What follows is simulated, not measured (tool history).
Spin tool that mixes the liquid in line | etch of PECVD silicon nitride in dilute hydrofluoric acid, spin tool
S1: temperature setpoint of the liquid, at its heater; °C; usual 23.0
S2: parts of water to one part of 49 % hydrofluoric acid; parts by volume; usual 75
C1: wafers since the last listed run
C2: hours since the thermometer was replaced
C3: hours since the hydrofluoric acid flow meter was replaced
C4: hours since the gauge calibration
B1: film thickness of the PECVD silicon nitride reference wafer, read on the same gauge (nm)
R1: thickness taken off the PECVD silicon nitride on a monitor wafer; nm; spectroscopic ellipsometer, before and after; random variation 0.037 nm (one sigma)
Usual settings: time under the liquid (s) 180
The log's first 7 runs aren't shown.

run 8 hour=94.4 | S1=23.0 S2=75 time_under_the_liquid_(s)=180 | C1=83 C2=1585.2 C3=879.7 C4=621.6 | B1=49.985 | R1=4.696
-- hour=95.5 gauge calibrated
run 9 hour=103.0 | S1=26.0 S2=75 time_under_the_liquid_(s)=100 | C1=80 C2=1593.8 C3=888.3 C4=7.5 | B1=49.942 | R1=3.205
run 10 hour=117.7 | S1=23.0 S2=75 time_under_the_liquid_(s)=250 | C1=137 C2=1608.5 C3=903.0 C4=22.2 | B1=50.000 | R1=6.379
run 11 hour=125.1 | S1=23.0 S2=75 time_under_the_liquid_(s)=180 | C1=69 C2=1615.9 C3=910.4 C4=29.6 | B1=50.004 | R1=4.640
run 12 hour=140.1 | S1=23.0 S2=90 time_under_the_liquid_(s)=125 | C1=139 C2=1630.9 C3=925.4 C4=44.6 | B1=49.988 | R1=2.742
run 13 hour=155.4 | S1=23.0 S2=85 time_under_the_liquid_(s)=105 | C1=142 C2=1646.2 C3=940.7 C4=59.9 | B1=50.009 | R1=2.453
run 14 hour=190.7 | S1=26.5 S2=65 time_under_the_liquid_(s)=280 | C1=329 C2=1681.5 C3=976.0 C4=95.2 | B1=50.001 | R1=10.288
run 15 hour=202.7 | S1=23.0 S2=85 time_under_the_liquid_(s)=235 | C1=111 C2=1693.5 C3=988.0 C4=107.2 | B1=50.021 | R1=5.479
run 16 hour=212.6 | S1=27.5 S2=105 time_under_the_liquid_(s)=260 | C1=92 C2=1703.4 C3=997.9 C4=117.1 | B1=49.968 | R1=6.421
-- hour=228.6 thermometer replaced
run 17 hour=229.1 | S1=23.0 S2=65 time_under_the_liquid_(s)=210 | C1=144 C2=0.5 C3=1014.4 C4=133.6 | B1=49.997 | R1=5.284
run 18 hour=242.3 | S1=23.0 S2=115 time_under_the_liquid_(s)=180 | C1=123 C2=13.7 C3=1027.6 C4=146.8 | B1=49.999 | R1=2.571
run 19 hour=254.4 | S1=26.5 S2=55 time_under_the_liquid_(s)=180 | C1=112 C2=25.8 C3=1039.7 C4=158.9 | B1=50.028 | R1=6.623
-- hour=257.5 hydrofluoric acid flow meter replaced
run 20 hour=271.9 | S1=23.0 S2=85 time_under_the_liquid_(s)=180 | C1=153 C2=43.3 C3=14.4 C4=176.4 | B1=49.974 | R1=3.948
run 21 hour=278.1 | S1=23.0 S2=75 time_under_the_liquid_(s)=180 | C1=57 C2=49.5 C3=20.6 C4=182.6 | B1=49.977 | R1=4.431
run 22 hour=285.2 | S1=21.0 S2=95 time_under_the_liquid_(s)=95 | C1=66 C2=56.6 C3=27.7 C4=189.7 | B1=49.959 | R1=1.631
run 23 hour=291.7 | S1=23.0 S2=75 time_under_the_liquid_(s)=180 | C1=60 C2=63.1 C3=34.2 C4=196.2 | B1=50.010 | R1=4.436
run 24 hour=306.3 | S1=20.0 S2=50 time_under_the_liquid_(s)=275 | C1=136 C2=77.7 C3=48.8 C4=210.8 | B1=50.025 | R1=8.237
run 25 hour=315.0 | S1=23.0 S2=75 time_under_the_liquid_(s)=180 | C1=81 C2=86.4 C3=57.5 C4=219.5 | B1=50.029 | R1=4.478
run 26 hour=329.0 | S1=23.0 S2=75 time_under_the_liquid_(s)=180 | C1=130 C2=100.4 C3=71.5 C4=233.5 | B1=49.951 | R1=4.405
run 27 hour=341.0 | S1=23.0 S2=75 time_under_the_liquid_(s)=180 | C1=111 C2=112.4 C3=83.5 C4=245.5 | B1=49.991 | R1=4.539
run 28 hour=358.1 | S1=23.0 S2=75 time_under_the_liquid_(s)=150 | C1=159 C2=129.5 C3=100.6 C4=262.6 | B1=49.978 | R1=3.715
run 29 hour=370.9 | S1=21.0 S2=105 time_under_the_liquid_(s)=70 | C1=119 C2=142.3 C3=113.4 C4=275.4 | B1=49.987 | R1=1.092
run 30 hour=388.1 | S1=23.0 S2=45 time_under_the_liquid_(s)=180 | C1=160 C2=159.5 C3=130.6 C4=292.6 | B1=49.965 | R1=7.345
run 31 hour=402.6 | S1=19.0 S2=105 time_under_the_liquid_(s)=265 | C1=135 C2=174.0 C3=145.1 C4=307.1 | B1=50.012 | R1=3.577
run 32 hour=417.5 | S1=23.0 S2=105 time_under_the_liquid_(s)=105 | C1=139 C2=188.9 C3=160.0 C4=322.0 | B1=50.009 | R1=1.887

Forecast each of these 4 alternatives for the next run:
run A hour=418.0 | S1=23.0 S2=75 time_under_the_liquid_(s)=180 | C1=4 C2=189.4 C3=160.5 C4=322.5 | B1=? | R1=?
run B hour=418.0 | S1=26.5 S2=50 time_under_the_liquid_(s)=125 | C1=4 C2=189.4 C3=160.5 C4=322.5 | B1=? | R1=?
run C hour=418.0 | S1=24.5 S2=75 time_under_the_liquid_(s)=180 | C1=4 C2=189.4 C3=160.5 C4=322.5 | B1=? | R1=?
run D hour=418.0 | S1=19.0 S2=75 time_under_the_liquid_(s)=180 | C1=4 C2=189.4 C3=160.5 C4=322.5 | B1=? | R1=?

run=A B1=49.992 R1=4.357
run=B B1=49.992 R1=5.691
run=C B1=49.992 R1=4.814
run=D B1=49.992 R1=3.319
Without the tool's hidden state the same runs would have given:
run=A R1=4.419
run=B R1=5.774
run=C R1=4.884
run=D R1=3.363
